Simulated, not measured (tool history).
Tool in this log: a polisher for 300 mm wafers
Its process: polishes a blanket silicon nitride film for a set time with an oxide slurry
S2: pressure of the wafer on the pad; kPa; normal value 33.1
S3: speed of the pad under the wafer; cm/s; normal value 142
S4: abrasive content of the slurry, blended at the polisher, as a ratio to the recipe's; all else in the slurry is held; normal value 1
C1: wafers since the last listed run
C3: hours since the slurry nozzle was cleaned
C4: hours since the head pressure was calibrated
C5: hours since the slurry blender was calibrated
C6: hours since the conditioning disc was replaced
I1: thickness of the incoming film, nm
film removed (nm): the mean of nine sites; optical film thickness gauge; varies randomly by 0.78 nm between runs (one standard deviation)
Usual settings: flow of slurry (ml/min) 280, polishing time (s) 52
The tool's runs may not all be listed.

Run 1, hour 0: usual settings but flow of slurry (ml/min) 210; C1 0; wafers polished on this pad 592; C3 686.3; C4 1150.4; C5 32.4; C6 19.5; I1 622. Result: film removed (nm) 46.7.
Run 2, hour 17.9: usual settings but flow of slurry (ml/min) 210; C1 129; wafers polished on this pad 721; C3 704.2; C4 1168.3; C5 50.3; C6 37.4; I1 612.8. Result: film removed (nm) 44.2.
Run 3, hour 28.7: usual settings; C1 78; wafers polished on this pad 800; C3 715; C4 1179.1; C5 61.1; C6 48.2; I1 601.1. Result: film removed (nm) 46.6.
At hour 34.5: worn pad replaced by a new one.
Run 4, hour 41.5: usual settings; C1 63; wafers polished on this pad 50; C3 727.8; C4 1191.9; C5 73.9; C6 61; I1 610.3. Result: film removed (nm) 51.9.
Run 5, hour 55.5: usual settings; C1 101; wafers polished on this pad 152; C3 741.8; C4 1205.9; C5 87.9; C6 75; I1 612.8. Result: film removed (nm) 52.3.
Run 6, hour 69.5: usual settings but S2 28.3 kPa; C1 101; wafers polished on this pad 253; C3 755.8; C4 1219.9; C5 101.9; C6 89; I1 615.2. Result: film removed (nm) 43.2.
Run 7, hour 83.7: usual settings but S2 28.3 kPa; C1 103; wafers polished on this pad 356; C3 770; C4 1234.1; C5 116.1; C6 103.2; I1 602.6. Result: film removed (nm) 44.4.
Run 8, hour 100.7: usual settings but S2 28.3 kPa; C1 123; wafers polished on this pad 480; C3 787; C4 1251.1; C5 133.1; C6 120.2; I1 606.7. Result: film removed (nm) 42.3.
Run 9, hour 108.2: usual settings; C1 54; wafers polished on this pad 534; C3 794.5; C4 1258.6; C5 140.6; C6 127.7; I1 616.2. Result: film removed (nm) 48.4.
At hour 115.7: slurry blender recalibrated.
At hour 115.8: head pressure recalibrated.
Run 10, hour 122.6: usual settings; C1 88; wafers polished on this pad 623; C3 808.9; C4 6.8; C5 6.9; C6 142.1; I1 617.1. Result: film removed (nm) 49.3.
Run 11, hour 135.1: usual settings; C1 90; wafers polished on this pad 714; C3 821.4; C4 19.3; C5 19.4; C6 154.6; I1 611. Result: film removed (nm) 47.1.
Run 12, hour 146.7: usual settings but S2 28.3 kPa; C1 84; wafers polished on this pad 798; C3 833; C4 30.9; C5 31; C6 166.2; I1 617. Result: film removed (nm) 39.1.
At hour 152.2: worn pad replaced by a new one.
Run 13, hour 155.1: usual settings; C1 31; wafers polished on this pad 20; C3 841.4; C4 39.3; C5 39.4; C6 174.6; I1 616.8. Result: film removed (nm) 53.9.
At hour 164.6: conditioning disc replaced and pad reconditioned.
Run 14, hour 165.8: usual settings but flow of slurry (ml/min) 365, polishing time (s) 41; C1 63; wafers polished on this pad 83; C3 852.1; C4 50; C5 50.1; C6 1.2; I1 599.3. Result: film removed (nm) 43.
At hour 169.9: slurry nozzle cleaned.
Run 15, hour 172.6: usual settings but flow of slurry (ml/min) 330, polishing time (s) 58; C1 42; wafers polished on this pad 125; C3 2.7; C4 56.8; C5 56.9; C6 8; I1 611.6. Result: film removed (nm) 60.3.
Run 16, hour 183.1: usual settings but flow of slurry (ml/min) 335, S3 112 cm/s; C1 76; wafers polished on this pad 202; C3 13.2; C4 67.3; C5 67.4; C6 18.5; I1 623.8. Result: film removed (nm) 44.4.
Run 17, hour 197.5: usual settings but polishing time (s) 44; C1 104; wafers polished on this pad 306; C3 27.6; C4 81.7; C5 81.8; C6 32.9; I1 597.4. Result: film removed (nm) 43.1.
Run 18, hour 211.7: usual settings but S4 0.9; C1 103; wafers polished on this pad 409; C3 41.8; C4 95.9; C5 96; C6 47.1; I1 603.8. Result: film removed (nm) 47.5.
Run 19, hour 227.2: usual settings; C1 112; wafers polished on this pad 521; C3 57.3; C4 111.4; C5 111.5; C6 62.6; I1 614.6. Result: film removed (nm) 48.3.
Run 20, hour 242.9: usual settings but S3 168 cm/s; C1 113; wafers polished on this pad 635; C3 73; C4 127.1; C5 127.2; C6 78.3; I1 609.5. Result: film removed (nm) 54.3.
Run 21, hour 252: usual settings but flow of slurry (ml/min) 225, polishing time (s) 41; C1 66; wafers polished on this pad 701; C3 82.1; C4 136.2; C5 136.3; C6 87.4; I1 606.9. Result: film removed (nm) 36.2.
Run 22, hour 260.6: usual settings but S2 29.6 kPa, S3 174 cm/s, polishing time (s) 64; C1 62; wafers polished on this pad 764; C3 90.7; C4 144.8; C5 144.9; C6 96; I1 606.5. Result: film removed (nm) 61.5.

Hidden state or all else? Some run-to-run changes of film removed (nm), split into what the settings, what came in and random variation would give without the hidden state, and what is left for the hidden state (with any gauge scatter that isn't in both results):
Hidden state present: removal rate lost through wear of the pad, %; slurry flow missing at the pad, %; deviation of the head's pressure from its setpoint, %; abrasive missing from the slurry, %; time polished since the conditioner stopped cutting, s.
Run 3 -> 4: worn pad replaced by a new one. film removed (nm) +5.3: hidden state +5.8, all else -0.5.
Run 12 -> 13: S2 28.3 -> 33.1, worn pad replaced by a new one. film removed (nm) +14.8: hidden state +5, all else +9.8.
Run 20 -> 21: flow of slurry (ml/min) 280 -> 225, S3 168 -> 142, polishing time (s) 52 -> 41. film removed (nm) -18.1: hidden state +1.7, all else -19.8.
Run 21 -> 22: flow of slurry (ml/min) 225 -> 280, S2 33.1 -> 29.6, S3 142 -> 174, polishing time (s) 41 -> 64. film removed (nm) +25.3: hidden state -4.1, all else +29.4.
